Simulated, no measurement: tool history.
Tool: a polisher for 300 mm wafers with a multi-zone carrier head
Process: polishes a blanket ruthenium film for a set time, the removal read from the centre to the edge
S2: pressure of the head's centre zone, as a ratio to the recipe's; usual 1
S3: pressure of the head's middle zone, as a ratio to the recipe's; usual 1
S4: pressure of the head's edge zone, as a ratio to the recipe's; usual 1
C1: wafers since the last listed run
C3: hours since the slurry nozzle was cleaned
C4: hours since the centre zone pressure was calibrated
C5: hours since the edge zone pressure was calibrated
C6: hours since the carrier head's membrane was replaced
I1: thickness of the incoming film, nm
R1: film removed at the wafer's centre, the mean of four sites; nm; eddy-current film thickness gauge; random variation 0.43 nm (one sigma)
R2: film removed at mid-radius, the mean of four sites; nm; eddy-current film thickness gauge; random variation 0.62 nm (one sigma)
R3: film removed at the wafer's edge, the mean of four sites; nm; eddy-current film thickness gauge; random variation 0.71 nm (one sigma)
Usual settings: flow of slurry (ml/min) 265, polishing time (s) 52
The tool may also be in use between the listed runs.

Run 1, hour 0: usual settings; C1 0; wafers polished on this pad 592; C3 39.2; C4 496.3; C5 523.3; C6 1077.7; I1 355.4. Result: R1 58.7 nm, R2 59.1 nm, R3 60 nm.
Run 2, hour 54.3: usual settings; C1 374; wafers polished on this pad 966; C3 93.5; C4 550.6; C5 577.6; C6 1132; I1 343.5. Result: R1 57.9 nm, R2 57.7 nm, R3 61 nm.
Run 3, hour 78.8: usual settings; C1 168; wafers polished on this pad 1134; C3 118; C4 575.1; C5 602.1; C6 1156.5; I1 344.1. Result: R1 58 nm, R2 58.5 nm, R3 58.3 nm.
Run 4, hour 144: usual settings; C1 449; wafers polished on this pad 1584; C3 183.2; C4 640.3; C5 667.3; C6 1221.7; I1 345. Result: R1 57.3 nm, R2 57.9 nm, R3 58.9 nm.
Run 5, hour 188.8: usual settings but S3 0.95; C1 308; wafers polished on this pad 1892; C3 228; C4 685.1; C5 712.1; C6 1266.5; I1 352.3. Result: R1 57.4 nm, R2 54.2 nm, R3 60.5 nm.
Run 6, hour 254.4: usual settings but S3 0.95; C1 451; wafers polished on this pad 2344; C3 293.6; C4 750.7; C5 777.7; C6 1332.1; I1 350.3. Result: R1 55.3 nm, R2 53.5 nm, R3 57.2 nm.
At hour 275.2: slurry nozzle cleaned.
Run 7, hour 292.3: usual settings but S3 0.95; C1 254; wafers polished on this pad 2598; C3 17.1; C4 788.6; C5 815.6; C6 1370; I1 348. Result: R1 58.8 nm, R2 57 nm, R3 60.7 nm.
At hour 297.7: worn pad replaced by a new one.
Run 8, hour 338: usual settings; C1 287; wafers polished on this pad 277; C3 62.8; C4 834.3; C5 861.3; C6 1415.7; I1 352.8. Result: R1 57.1 nm, R2 58.8 nm, R3 58.9 nm.
Run 9, hour 395.9: usual settings but S2 0.88, S3 0.92; C1 398; wafers polished on this pad 676; C3 120.7; C4 892.2; C5 919.2; C6 1473.6; I1 350.3. Result: R1 50.6 nm, R2 54.1 nm, R3 60.5 nm.
Run 10, hour 459.7: usual settings; C1 439; wafers polished on this pad 1116; C3 184.5; C4 956; C5 983; C6 1537.4; I1 353.3. Result: R1 56.9 nm, R2 58.3 nm, R3 60.3 nm.
Run 11, hour 525.3: usual settings but flow of slurry (ml/min) 345, polishing time (s) 40; C1 451; wafers polished on this pad 1568; C3 250.1; C4 1021.6; C5 1048.6; C6 1603; I1 349.8. Result: R1 45.2 nm, R2 45.2 nm, R3 46.7 nm.
Run 12, hour 558.2: usual settings; C1 226; wafers polished on this pad 1794; C3 283; C4 1054.5; C5 1081.5; C6 1635.9; I1 353.1. Result: R1 55 nm, R2 56.4 nm, R3 59.6 nm.
At hour 594.4: slurry nozzle cleaned.
Run 13, hour 622.3: usual settings but flow of slurry (ml/min) 195, S3 1.04, S4 1.08; C1 434; wafers polished on this pad 2229; C3 27.9; C4 1118.6; C5 1145.6; C6 1700; I1 358.3. Result: R1 55.1 nm, R2 57 nm, R3 59.3 nm.
At hour 664.4: centre zone pressure recalibrated.
At hour 676.8: worn pad replaced by a new one.
Run 14, hour 684.6: usual settings but flow of slurry (ml/min) 340, S2 0.89, S3 1.07, S4 0.96; C1 387; wafers polished on this pad 53; C3 90.2; C4 20.2; C5 1207.9; C6 1762.3; I1 357.7. Result: R1 52.9 nm, R2 63.7 nm, R3 59.1 nm.
At hour 690.6: carrier head's membrane replaced by a new one.
At hour 731.6: edge zone pressure recalibrated.
Run 15, hour 732.9: usual settings but S3 1.04, S4 1.09, polishing time (s) 39; C1 284; wafers polished on this pad 338; C3 138.5; C4 68.5; C5 1.3; C6 42.3; I1 343.7. Result: R1 42.7 nm, R2 45.7 nm, R3 47.1 nm.
Run 16, hour 761.6: usual settings but flow of slurry (ml/min) 190, polishing time (s) 66; C1 197; wafers polished on this pad 535; C3 167.2; C4 97.2; C5 30; C6 71; I1 353.4. Result: R1 67.8 nm, R2 69.4 nm, R3 71.7 nm.
Run 17, hour 795.2: usual settings; C1 231; wafers polished on this pad 767; C3 200.8; C4 130.8; C5 63.6; C6 104.6; I1 351.5. Result: R1 57.2 nm, R2 56.6 nm, R3 59.1 nm.
Run 18, hour 828.2: usual settings but S2 1.06, S3 1.11, S4 1.09; C1 227; wafers polished on this pad 994; C3 233.8; C4 163.8; C5 96.6; C6 137.6; I1 356.7. Result: R1 59.6 nm, R2 61.7 nm, R3 60.2 nm.
At hour 888.8: slurry nozzle cleaned.
Run 19, hour 892.4: usual settings but S4 1.1, polishing time (s) 41; C1 435; wafers polished on this pad 1429; C3 3.6; C4 228; C5 160.8; C6 201.8; I1 351.4. Result: R1 45.8 nm, R2 45.5 nm, R3 48.9 nm.
At hour 982.7: worn pad replaced by a new one.
Run 20, hour 1078: usual settings; C1 1250; wafers polished on this pad 656; C3 189.2; C4 413.6; C5 346.4; C6 387.4; I1 346. Result: R1 56.6 nm, R2 58.7 nm, R3 58.2 nm.
Run 21, hour 1103.4: usual settings but flow of slurry (ml/min) 305, S2 0.9, S3 1.06; C1 174; wafers polished on this pad 831; C3 214.6; C4 439; C5 371.8; C6 412.8; I1 345.8. Result: R1 51.8 nm, R2 60.9 nm, R3 59.5 nm.
Run 22, hour 1170.4: usual settings but S2 0.94, S3 1.05; C1 461; wafers polished on this pad 1292; C3 281.6; C4 506; C5 438.8; C6 479.8; I1 351.7. Result: R1 51.8 nm, R2 57.4 nm, R3 58.7 nm.
At hour 1179.5: slurry nozzle cleaned.
Run 23, hour 1224: usual settings but S4 1.09; C1 362; wafers polished on this pad 1654; C3 44.5; C4 559.6; C5 492.4; C6 533.4; I1 356.6. Result: R1 57.5 nm, R2 57.6 nm, R3 61.2 nm.

The same runs without the tool's hidden state, with the same run-to-run variation:
The hidden state here: removal rate lost through wear of the pad, %; slurry flow missing at the pad, %; deviation of the centre zone's pressure from its setpoint, %; deviation of the edge zone's pressure from its setpoint, %.
run    R1    R2    R3
  1  58.9  59.3  60.2
  2  58.3  58.1  61.3
  3  58.5  58.9  58.7
  4  58.3  58.9  59.6
  5  59.1  55.6  61.7
  6  58.3  56.1  59.3
  7  59.3  57.5  61.1
  8  57.7  59.4  59.3
  9  51.4  54.8  61.2
 10  58.4  59.7  61.4
 11  46.7  46.6  47.8
 12  58.3  59.5    62
 13  55.6  57.4  59.6
 14  53.3  64.1  59.4
 15  43.4  46.3  47.5
 16  69.7  71.1  72.9
 17  58.7  57.9  60.1
 18  61.7  63.6  61.7
 19  46.2  45.8  49.2
 20  58.1  60.1  59.3
 21  53.3  62.5  60.6
 22  54.9  60.4    61
 23  58.2  58.3  61.7
